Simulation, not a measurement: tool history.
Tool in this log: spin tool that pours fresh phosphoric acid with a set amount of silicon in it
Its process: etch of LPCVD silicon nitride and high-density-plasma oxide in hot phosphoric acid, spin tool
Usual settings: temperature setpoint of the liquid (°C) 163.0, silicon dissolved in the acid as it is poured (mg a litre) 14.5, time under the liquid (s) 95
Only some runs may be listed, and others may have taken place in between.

run    hour  temperature setpoint of the liquid (°C)  silicon dissolved in the acid as it is poured (mg a litre)  time under the liquid (s)  read-back film thickness of the LPCVD silicon nitride reference wafer, read on the same gauge (nm)  read-back film thickness of the high-density-plasma oxide reference wafer, read on the same gauge (nm)  thickness taken off the LPCVD silicon nitride on a monitor wafer (Å)  thickness taken off the high-density-plasma oxide on a monitor wafer (Å)
  1     0.0                                    163.0                                                        14.5                         70                                                                                               39.95                                                                                                  29.992                                                                  72.3                                                                      2.29
  2    75.2                                    163.0                                                        14.5                         70                                                                                               40.03                                                                                                  29.982                                                                  70.7                                                                      2.24
      138.3  -- thermometer replaced
  3   176.9                                    163.0                                                        14.5                         70                                                                                               40.01                                                                                                  29.993                                                                  78.2                                                                      3.07
  4   245.1                                    164.0                                                        17.5                         95                                                                                               40.00                                                                                                  29.997                                                                 107.8                                                                      3.42
  5   289.2                                    164.0                                                        17.5                         95                                                                                               40.01                                                                                                  30.021                                                                 104.4                                                                      3.74
  6   349.6                                    164.0                                                        17.5                         95                                                                                               39.99                                                                                                  30.013                                                                 104.1                                                                      3.75
  7   387.9                                    163.0                                                        18.0                         95                                                                                               40.02                                                                                                  30.013                                                                 101.7                                                                      3.12
  8   488.2                                    163.0                                                        18.0                         95                                                                                               39.99                                                                                                  29.989                                                                 100.6                                                                      3.11
  9   582.1                                    163.0                                                        18.0                         95                                                                                               39.96                                                                                                  30.057                                                                 101.7                                                                      3.21
      640.8  -- heated supply line repaired
 10   687.1                                    163.0                                                        14.5                         95                                                                                               39.97                                                                                                  29.976                                                                 100.2                                                                      4.23
 11   772.6                                    164.0                                                        14.5                         80                                                                                               40.03                                                                                                  29.958                                                                  85.3                                                                      3.20
      785.0  -- gauge calibrated
 12   875.9                                    165.0                                                        17.5                        135                                                                                               39.98                                                                                                  29.973                                                                 150.8                                                                      5.15
 13   974.4                                    164.0                                                        17.5                         95                                                                                               40.00                                                                                                  30.030                                                                  98.6                                                                      3.08
     1034.7  -- thermometer replaced
 14  1037.7                                    165.0                                                        14.5                         95                                                                                               40.03                                                                                                  30.037                                                                 113.6                                                                      4.52
     1100.5  -- dissolved silicon flow meter replaced
 15  1120.2                                    163.0                                                        14.5                         95                                                                                               39.99                                                                                                  29.998                                                                 103.6                                                                      3.58
 16  1216.2                                    163.0                                                        18.0                         95                                                                                               39.98                                                                                                  29.992                                                                 103.6                                                                      3.72
 17  1282.9                                    163.0                                                        10.5                         60                                                                                               40.03                                                                                                  30.007                                                                  65.6                                                                      2.52
 18  1329.5                                    160.5                                                        10.0                         95                                                                                               39.98                                                                                                  30.013                                                                  95.8                                                                      2.87
 19  1415.4                                    160.5                                                        14.5                         45                                                                                               40.00                                                                                                  29.979                                                                  44.3                                                                      1.56
 20  1486.6                                    163.0                                                         7.0                        140                                                                                               40.02                                                                                                  29.999                                                                 150.1                                                                      6.26
 21  1575.9                                    163.0                                                        14.5                         95                                                                                               40.03                                                                                                  30.013                                                                 100.7                                                                      3.69

Consider 3 possible next runs. They are alternatives, not a sequence: every one starts from the tool as it was left by run 21. What does each give?
  A  1576.3                                    163.0                                                        20.5                         95                                                                                                   ?                                                                                                       ?                                                                     ?                                                                         ?
  B  1576.3                                    162.0                                                        24.5                        115                                                                                                   ?                                                                                                       ?                                                                     ?                                                                         ?
  C  1576.3                                    160.5                                                         7.5                         95                                                                                                   ?                                                                                                       ?                                                                     ?                                                                         ?

run  read-back film thickness of the LPCVD silicon nitride reference wafer, read on the same gauge (nm)  read-back film thickness of the high-density-plasma oxide reference wafer, read on the same gauge (nm)  thickness taken off the LPCVD silicon nitride on a monitor wafer (Å)  thickness taken off the high-density-plasma oxide on a monitor wafer (Å)
  A                                                                                               40.03                                                                                                  30.001                                                                 100.3                                                                      3.43
  B                                                                                               40.03                                                                                                  30.001                                                                 117.5                                                                      3.41
  C                                                                                               40.03                                                                                                  30.001                                                                  92.3                                                                      3.92
Stripped of hidden state, with their random variation kept, the same runs would have yielded:
run  thickness taken off the LPCVD silicon nitride on a monitor wafer (Å)  thickness taken off the high-density-plasma oxide on a monitor wafer (Å)
  A                                                                 105.3                                                                      3.82
  B                                                                 123.3                                                                      3.80
  C                                                                  96.9                                                                      4.37
